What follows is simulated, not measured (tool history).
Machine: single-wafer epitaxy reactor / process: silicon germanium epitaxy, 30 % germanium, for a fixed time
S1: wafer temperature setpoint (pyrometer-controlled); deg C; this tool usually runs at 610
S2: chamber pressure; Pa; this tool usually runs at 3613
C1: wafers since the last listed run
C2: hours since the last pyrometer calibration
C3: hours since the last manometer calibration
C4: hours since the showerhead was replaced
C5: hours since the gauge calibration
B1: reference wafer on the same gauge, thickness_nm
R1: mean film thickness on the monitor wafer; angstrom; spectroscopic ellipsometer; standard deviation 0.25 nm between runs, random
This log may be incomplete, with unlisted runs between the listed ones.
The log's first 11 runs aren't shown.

Run 12, hour 745.8: usual settings; C1 1996; C2 674.6; C3 1581.0; C4 3971.6; C5 1113.1; B1 69.253. Result: R1 850.91 angstrom.
Run 13, hour 832.7: usual settings but S2 3253 Pa; C1 1745; C2 761.5; C3 1667.9; C4 4058.5; C5 1200.0; B1 69.187. Result: R1 820.85 angstrom.
At hour 847.3: capacitance manometer re-zeroed and calibrated.
Run 14, hour 923.4: usual settings; C1 1661; C2 852.2; C3 76.1; C4 4149.2; C5 1290.7; B1 69.165. Result: R1 844.93 angstrom.
At hour 948.8: showerhead replaced.
Run 15, hour 984.0: usual settings; C1 1056; C2 912.8; C3 136.7; C4 35.2; C5 1351.3; B1 69.183. Result: R1 847.50 angstrom.
Run 16, hour 1053.3: usual settings; C1 1392; C2 982.1; C3 206.0; C4 104.5; C5 1420.6; B1 69.161. Result: R1 846.42 angstrom.
Run 17, hour 1091.1: usual settings; C1 759; C2 1019.9; C3 243.8; C4 142.3; C5 1458.4; B1 69.191. Result: R1 846.12 angstrom.
At hour 1175.0: gauge calibrated.
Run 18, hour 1179.9: usual settings; C1 1783; C2 1108.7; C3 332.6; C4 231.1; C5 4.9; B1 69.213. Result: R1 847.36 angstrom.
Run 19, hour 1257.2: usual settings but S1 619 deg C, S2 2946 Pa; C1 1552; C2 1186.0; C3 409.9; C4 308.4; C5 82.2; B1 69.227. Result: R1 939.14 angstrom.
Run 20, hour 1363.4: usual settings but S1 623 deg C, S2 2906 Pa; C1 2133; C2 1292.2; C3 516.1; C4 414.6; C5 188.4; B1 69.197. Result: R1 1014.14 angstrom.
At hour 1465.5: pyrometer calibrated.
Run 21, hour 1466.0: usual settings but S2 3013 Pa; C1 1900; C2 0.5; C3 618.7; C4 517.2; C5 291.0; B1 69.178. Result: R1 778.96 angstrom.
Run 22, hour 1499.0: usual settings but S1 602 deg C, S2 2773 Pa; C1 662; C2 33.5; C3 651.7; C4 550.2; C5 324.0; B1 69.168. Result: R1 643.89 angstrom.
Run 23, hour 1545.5: usual settings but S1 618 deg C, S2 4160 Pa; C1 934; C2 80.0; C3 698.2; C4 596.7; C5 370.5; B1 69.201. Result: R1 1040.81 angstrom.
Run 24, hour 1588.6: usual settings; C1 865; C2 123.1; C3 741.3; C4 639.8; C5 413.6; B1 69.219. Result: R1 837.89 angstrom.
Run 25, hour 1661.0: usual settings but S1 624 deg C, S2 4280 Pa; C1 1454; C2 195.5; C3 813.7; C4 712.2; C5 486.0; B1 69.223. Result: R1 1194.84 angstrom.
Run 26, hour 1730.7: usual settings; C1 1400; C2 265.2; C3 883.4; C4 781.9; C5 555.7; B1 69.184. Result: R1 843.01 angstrom.
Run 27, hour 1779.1: usual settings but S1 596 deg C, S2 2973 Pa; C1 972; C2 313.6; C3 931.8; C4 830.3; C5 604.1; B1 69.188. Result: R1 586.28 angstrom.
Run 28, hour 1869.6: usual settings but S1 598 deg C, S2 3986 Pa; C1 1818; C2 404.1; C3 1022.3; C4 920.8; C5 694.6; B1 69.224. Result: R1 684.52 angstrom.
Run 29, hour 1906.9: usual settings; C1 749; C2 441.4; C3 1059.6; C4 958.1; C5 731.9; B1 69.212. Result: R1 846.76 angstrom.
Run 30, hour 1969.9: usual settings but S1 603 deg C, S2 4360 Pa; C1 1265; C2 504.4; C3 1122.6; C4 1021.1; C5 794.9; B1 69.128. Result: R1 791.53 angstrom.
Run 31, hour 2064.4: usual settings but S1 598 deg C, S2 4480 Pa; C1 1898; C2 598.9; C3 1217.1; C4 1115.6; C5 889.4; B1 69.146. Result: R1 723.44 angstrom.
Run 32, hour 2115.0: usual settings; C1 1016; C2 649.5; C3 1267.7; C4 1166.2; C5 940.0; B1 69.218. Result: R1 853.91 angstrom.
Run 33, hour 2174.3: usual settings but S1 618 deg C, S2 2840 Pa; C1 1191; C2 708.8; C3 1327.0; C4 1225.5; C5 999.3; B1 69.199. Result: R1 914.86 angstrom.
Run 34, hour 2261.6: usual settings but S1 616 deg C, S2 4186 Pa; C1 1753; C2 796.1; C3 1414.3; C4 1312.8; C5 1086.6; B1 69.238. Result: R1 1023.51 angstrom.

Predict each of these 5 candidate next runs independently; none follows another, all start after run 34:
Run A, hour 2262.0: usual settings; C1 8; C2 796.5; C3 1414.7; C4 1313.2; C5 1087.0; B1 ?. Result: R1 ?.
Run B, hour 2262.0: usual settings but S1 625 deg C, S2 4200 Pa; C1 8; C2 796.5; C3 1414.7; C4 1313.2; C5 1087.0; B1 ?. Result: R1 ?.
Run C, hour 2262.0: usual settings but S1 615 deg C, S2 3160 Pa; C1 8; C2 796.5; C3 1414.7; C4 1313.2; C5 1087.0; B1 ?. Result: R1 ?.
Run D, hour 2262.0: usual settings but S1 621 deg C, S2 3986 Pa; C1 8; C2 796.5; C3 1414.7; C4 1313.2; C5 1087.0; B1 ?. Result: R1 ?.
Run E, hour 2262.0: usual settings but S1 618 deg C, S2 4066 Pa; C1 8; C2 796.5; C3 1414.7; C4 1313.2; C5 1087.0; B1 ?. Result: R1 ?.

run      B1       R1
  A  69.173   859.71
  B  69.173  1229.06
  C  69.173   902.81
  D  69.173  1113.33
  E  69.173  1057.21
With no hidden state in the tool, these same runs would have given:
run       R1
  A   830.15
  B  1187.60
  C   871.97
  D  1075.58
  E  1021.23
